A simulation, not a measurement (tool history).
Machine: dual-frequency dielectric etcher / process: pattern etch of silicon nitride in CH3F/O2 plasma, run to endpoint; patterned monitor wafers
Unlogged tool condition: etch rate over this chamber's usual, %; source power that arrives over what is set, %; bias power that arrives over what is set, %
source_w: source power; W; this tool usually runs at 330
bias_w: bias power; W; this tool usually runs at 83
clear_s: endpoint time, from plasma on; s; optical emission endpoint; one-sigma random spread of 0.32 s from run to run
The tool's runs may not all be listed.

run   hour  source_w  bias_w  wafers since the last listed run  hours since the last wet clean  hours since the last source power generator calibration  hours since the last bias power generator calibration  hours since the last upper electrode change  incoming incoming film thickness, nm  clear_s
  1    0.0       330      83                                 0                           215.7                                                   3379.7                                                 5018.2                                       5597.5                                  85.2    108.3
  2   26.0       330      83                               198                           241.7                                                   3405.7                                                 5044.2                                       5623.5                                  84.1    106.8
  3   51.8       330      83                               196                           267.5                                                   3431.5                                                 5070.0                                       5649.3                                  83.6    106.3
  4   70.0       280      83                               138                           285.7                                                   3449.7                                                 5088.2                                       5667.5                                  84.7    112.6
  5   86.7       280      83                               127                           302.4                                                   3466.4                                                 5104.9                                       5684.2                                  85.3    113.6
  6  111.1       280      83                               186                           326.8                                                   3490.8                                                 5129.3                                       5708.6                                  84.4    113.6
  7  130.8       330      83                               150                           346.5                                                   3510.5                                                 5149.0                                       5728.3                                  84.7    108.1
     179.4  -- upper electrode replaced
     180.8  -- bias power generator calibrated
     200.4  -- wet clean of the chamber
  8  200.9       330      88                               191                             0.5                                                   3580.6                                                   20.1                                         21.5                                  84.7    103.8
  9  201.3       330      89                                 3                             0.9                                                   3581.0                                                   20.5                                         21.9                                  84.3    102.8
 10  201.6       330      89                                 2                             1.2                                                   3581.3                                                   20.8                                         22.2                                  84.2    102.7
 11  216.9       330      83                               116                            16.5                                                   3596.6                                                   36.1                                         37.5                                  84.4    105.7
 12  244.7       330      83                               211                            44.3                                                   3624.4                                                   63.9                                         65.3                                  84.5    106.5
 13  268.6       370      97                               182                            68.2                                                   3648.3                                                   87.8                                         89.2                                  85.5     98.3
 14  286.0       290      72                               132                            85.6                                                   3665.7                                                  105.2                                        106.6                                  84.7    117.3
 15  349.3       380      83                               482                           148.9                                                   3729.0                                                  168.5                                        169.9                                  84.5    102.2
 16  368.5       330      83                               146                           168.1                                                   3748.2                                                  187.7                                        189.1                                  84.6    106.8
     391.8  -- source power generator calibrated
 17  397.8       290      99                               192                           197.4                                                      6.0                                                  217.0                                        218.4                                  85.3    104.8
 18  421.0       250      83                               176                           220.6                                                     29.2                                                  240.2                                        241.6                                  84.4    115.7
 19  449.5       290      99                               217                           249.1                                                     57.7                                                  268.7                                        270.1                                  83.9    103.5
 20  484.1       290      83                               263                           283.7                                                     92.3                                                  303.3                                        304.7                                  84.3    111.0
 21  503.7       370      92                               149                           303.3                                                    111.9                                                  322.9                                        324.3                                  84.3    100.1
 22  516.9       360      97                               100                           316.5                                                    125.1                                                  336.1                                        337.5                                  85.0     99.5
 23  529.7       360      83                                97                           329.3                                                    137.9                                                  348.9                                        350.3                                  85.6    106.1
 24  542.6       400      77                                98                           342.2                                                    150.8                                                  361.8                                        363.2                                  83.9    104.7
 25  564.6       310     102                               167                           364.2                                                    172.8                                                  383.8                                        385.2                                  85.0    102.0

4 ways to go on from here, each from the tool as it stands after run 25. What would each give?
  A  565.1       330      83                                 3                           364.7                                                    173.3                                                  384.3                                        385.7                                  83.5        ?
  B  565.1       370      83                                 3                           364.7                                                    173.3                                                  384.3                                        385.7                                  83.5        ?
  C  565.1       360      70                                 3                           364.7                                                    173.3                                                  384.3                                        385.7                                  83.5        ?
  D  565.1       370      73                                 3                           364.7                                                    173.3                                                  384.3                                        385.7                                  83.5        ?

run  clear_s
  A    106.9
  B    103.4
  C    111.0
  D    108.5
Stripped of hidden state, with their random variation kept, the same runs would have yielded:
run  clear_s
  A    104.7
  B    101.4
  C    108.8
  D    106.3
